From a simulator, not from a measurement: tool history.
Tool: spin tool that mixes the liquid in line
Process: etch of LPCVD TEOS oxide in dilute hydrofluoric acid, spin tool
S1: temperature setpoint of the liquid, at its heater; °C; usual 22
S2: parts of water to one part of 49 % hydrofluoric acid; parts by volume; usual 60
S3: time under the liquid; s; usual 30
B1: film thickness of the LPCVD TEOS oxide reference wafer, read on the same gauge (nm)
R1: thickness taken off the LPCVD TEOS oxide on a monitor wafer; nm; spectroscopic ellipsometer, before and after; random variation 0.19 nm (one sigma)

run 1 hour=0 | S1=22 S2=60 S3=30 | B1=57.37 | R1=27.21
run 2 hour=89.6 | S1=22 S2=60 S3=30 | B1=57.33 | R1=27.12
run 3 hour=131.5 | S1=22 S2=70 S3=45 | B1=57.32 | R1=34.22
run 4 hour=221.1 | S1=22 S2=70 S3=45 | B1=57.23 | R1=34.44
run 5 hour=279.9 | S1=22 S2=70 S3=45 | B1=57.25 | R1=34.32
run 6 hour=326.1 | S1=26 S2=45 S3=30 | B1=57.24 | R1=43.16
run 7 hour=410.8 | S1=26 S2=45 S3=30 | B1=57.18 | R1=43.03
run 8 hour=515 | S1=26 S2=45 S3=30 | B1=57.17 | R1=43.43
run 9 hour=613.5 | S1=22 S2=60 S3=30 | B1=57.11 | R1=26.76
run 10 hour=672.1 | S1=22 S2=60 S3=30 | B1=57.13 | R1=26.87
run 11 hour=715.4 | S1=22 S2=60 S3=30 | B1=57.09 | R1=27.18
-- hour=939.3 thermometer replaced
run 12 hour=939.8 | S1=22 S2=60 S3=30 | B1=57.04 | R1=26.55
run 13 hour=1015.4 | S1=19 S2=40 S3=40 | B1=57 | R1=48.33
run 14 hour=1059.5 | S1=25.5 S2=85 S3=20 | B1=57.03 | R1=13.94
run 15 hour=1148.1 | S1=26 S2=60 S3=30 | B1=57.03 | R1=31.43
run 16 hour=1220.2 | S1=26 S2=60 S3=15 | B1=56.99 | R1=15.68
run 17 hour=1444.8 | S1=17.5 S2=75 S3=50 | B1=56.97 | R1=29.28
-- hour=1473.9 hydrofluoric acid flow meter replaced
run 18 hour=1501.4 | S1=26.5 S2=60 S3=15 | B1=56.96 | R1=16.18
run 19 hour=1569.1 | S1=22 S2=80 S3=45 | B1=56.94 | R1=29.15
run 20 hour=1639.1 | S1=22 S2=60 S3=45 | B1=56.89 | R1=40.1
-- hour=1654 gauge calibrated
run 21 hour=1722.6 | S1=22 S2=60 S3=30 | B1=59.82 | R1=28.03
run 22 hour=1799.1 | S1=23.5 S2=60 S3=30 | B1=59.6 | R1=29.57
run 23 hour=1882.8 | S1=17.5 S2=70 S3=45 | B1=59.44 | R1=29.36
run 24 hour=1990 | S1=17 S2=50 S3=30 | B1=59.19 | R1=27.33
run 25 hour=2047.3 | S1=22 S2=60 S3=30 | B1=59.1 | R1=27.72
run 26 hour=2086.4 | S1=18 S2=35 S3=40 | B1=59.01 | R1=55.11
run 27 hour=2132.1 | S1=26 S2=60 S3=30 | B1=58.92 | R1=32.86
run 28 hour=2204.9 | S1=27 S2=60 S3=40 | B1=58.8 | R1=45.89
run 29 hour=2253.9 | S1=22 S2=60 S3=30 | B1=58.7 | R1=27.63
-- hour=2298 thermometer replaced
run 30 hour=2357.5 | S1=19 S2=60 S3=25 | B1=58.57 | R1=20.4
run 31 hour=2434.3 | S1=22 S2=60 S3=30 | B1=58.48 | R1=27.45
run 32 hour=2517.7 | S1=20.5 S2=35 S3=50 | B1=58.36 | R1=75.41

What the log doesn't show, run by run:
liquid colder than its thermometer reads (K): 0 in every run
hydrofluoric acid flow below the setpoint (%): 0 in every run
H1: gauge reads high (%)
run=1 H1=-4.32
run=2 H1=-4.4
run=3 H1=-4.43
run=4 H1=-4.51
run=5 H1=-4.55
run=6 H1=-4.59
run=7 H1=-4.65
run=8 H1=-4.71
run=9 H1=-4.77
run=10 H1=-4.8
run=11 H1=-4.82
run=12 H1=-4.93
run=13 H1=-4.96
run=14 H1=-4.97
run=15 H1=-5
run=16 H1=-5.03
run=17 H1=-5.09
run=18 H1=-5.11
run=19 H1=-5.12
run=20 H1=-5.14
run=21 H1=-0.311
run=22 H1=-0.632
run=23 H1=-0.957
run=24 H1=-1.34
run=25 H1=-1.53
run=26 H1=-1.65
run=27 H1=-1.79
run=28 H1=-2
run=29 H1=-2.14
run=30 H1=-2.4
run=31 H1=-2.58
run=32 H1=-2.76
